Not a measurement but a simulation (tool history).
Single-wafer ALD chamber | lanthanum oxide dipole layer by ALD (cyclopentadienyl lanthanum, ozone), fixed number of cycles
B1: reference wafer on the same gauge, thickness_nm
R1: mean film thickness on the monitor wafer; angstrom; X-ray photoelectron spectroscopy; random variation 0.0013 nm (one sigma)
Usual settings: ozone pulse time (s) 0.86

run 1 hour=0 | ozone_pulse_time_(s)=0.86 | B1=0.39 | R1=4.7
run 2 hour=52 | ozone_pulse_time_(s)=0.86 | B1=0.39 | R1=4.72
run 3 hour=102.6 | ozone_pulse_time_(s)=0.6 | B1=0.39 | R1=4.26
run 4 hour=129 | ozone_pulse_time_(s)=0.6 | B1=0.39 | R1=4.26
run 5 hour=201 | ozone_pulse_time_(s)=0.86 | B1=0.39 | R1=4.7
run 6 hour=232.9 | ozone_pulse_time_(s)=0.86 | B1=0.39 | R1=4.69
run 7 hour=303.6 | ozone_pulse_time_(s)=0.86 | B1=0.39 | R1=4.69
run 8 hour=329.1 | ozone_pulse_time_(s)=0.86 | B1=0.39 | R1=4.68
run 9 hour=387.1 | ozone_pulse_time_(s)=1.02 | B1=0.39 | R1=4.88
run 10 hour=489 | ozone_pulse_time_(s)=1.02 | B1=0.39 | R1=4.87
run 11 hour=518.6 | ozone_pulse_time_(s)=0.86 | B1=0.39 | R1=4.67
-- hour=550 showerhead replaced
run 12 hour=570.2 | ozone_pulse_time_(s)=0.86 | B1=0.39 | R1=4.69
run 13 hour=637.4 | ozone_pulse_time_(s)=1.13 | B1=0.39 | R1=4.97
run 14 hour=695.9 | ozone_pulse_time_(s)=1.13 | B1=0.39 | R1=4.99
-- hour=699.7 gauge calibrated
run 15 hour=734.5 | ozone_pulse_time_(s)=0.86 | B1=0.39 | R1=4.63
-- hour=760.1 ozone generator serviced
run 16 hour=780.5 | ozone_pulse_time_(s)=0.68 | B1=0.39 | R1=4.51
run 17 hour=806.4 | ozone_pulse_time_(s)=0.86 | B1=0.39 | R1=4.8
run 18 hour=837.3 | ozone_pulse_time_(s)=0.63 | B1=0.39 | R1=4.41
run 19 hour=895.2 | ozone_pulse_time_(s)=1.16 | B1=0.39 | R1=5.13
run 20 hour=946 | ozone_pulse_time_(s)=0.72 | B1=0.39 | R1=4.56
run 21 hour=1008.9 | ozone_pulse_time_(s)=0.86 | B1=0.39 | R1=4.78
run 22 hour=1107.5 | ozone_pulse_time_(s)=1.05 | B1=0.39 | R1=5.01
run 23 hour=1166 | ozone_pulse_time_(s)=0.74 | B1=0.39 | R1=4.57
-- hour=1203.7 thermocouple changed; heater temperature recalibrated
run 24 hour=1216.7 | ozone_pulse_time_(s)=0.86 | B1=0.39 | R1=4.75

The next listed run, before its measurement:
run 25 hour=1257.2 | ozone_pulse_time_(s)=0.76 | B1=? | R1=?

B1: 0.39
R1: 4.61 angstrom
Without the tool's hidden state the same run would have given R1 4.67 angstrom.
